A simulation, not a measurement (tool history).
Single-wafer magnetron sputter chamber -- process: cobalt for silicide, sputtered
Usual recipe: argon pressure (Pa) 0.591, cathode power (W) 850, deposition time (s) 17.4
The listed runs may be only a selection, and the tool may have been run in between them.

run	hour	argon pressure (Pa)	cathode power (W)	deposition time (s)	read-back reference wafer on the same gauge, thickness_nm	mean film thickness on the monitor wafer (angstrom)
1	0	0.591	850	17.4	7.774	62.58
2	15.5	0.591	850	17.4	7.77	62.54
3	33.1	0.591	850	17.4	7.77	62.55
4	43.7	0.591	850	17.4	7.77	62.52
5	64.1	0.591	850	17.4	7.771	62.35
6	71.2	0.487	750	17.4	7.771	59.72
7	78.3	0.487	750	17.4	7.768	59.74
# hour 103.3: gauge calibrated
8	116.8	0.487	750	17.4	7.77	59.52
9	126.9	0.591	850	17.4	7.77	62.17
10	142.9	0.591	850	19.5	7.771	69.51
11	154.4	0.591	850	17.4	7.77	61.9
12	171.8	0.591	850	17.4	7.769	61.96
# hour 184.2: magnet pack replaced
# hour 197.3: capacitance manometer re-zeroed and calibrated
13	197.8	0.591	650	17.4	7.769	55.01
# hour 218.8: sputter target and shields replaced
14	219.3	0.656	1050	18.5	7.771	77.23
15	228.8	0.591	850	20	7.771	74.34
16	235.7	0.591	850	17.4	7.767	64.57
17	250.4	0.421	800	14.6	7.767	54.26
18	265.2	0.465	1000	17.4	7.774	73.28
19	277.8	0.591	850	17.4	7.772	64.19
# hour 291: gauge calibrated
20	294	0.509	950	17.4	7.77	69.93
21	317.4	0.591	1000	15.9	7.772	64.32

What if the next run were any one of these 4? Each begins from the tool's condition after run 21:
A	317.8	0.591	850	17.4	?	?
B	317.8	0.409	900	20.1	?	?
C	317.8	0.782	950	17.4	?	?
D	317.8	0.591	950	18.6	?	?

run	read-back reference wafer on the same gauge, thickness_nm	mean film thickness on the monitor wafer (angstrom)
A	7.771	63.88
B	7.771	79.77
C	7.771	65.26
D	7.771	73
Take away the tool's hidden state, keep each run's random variation, and the runs would have read:
run	mean film thickness on the monitor wafer (angstrom)
A	65.03
B	81.24
C	66.41
D	74.32

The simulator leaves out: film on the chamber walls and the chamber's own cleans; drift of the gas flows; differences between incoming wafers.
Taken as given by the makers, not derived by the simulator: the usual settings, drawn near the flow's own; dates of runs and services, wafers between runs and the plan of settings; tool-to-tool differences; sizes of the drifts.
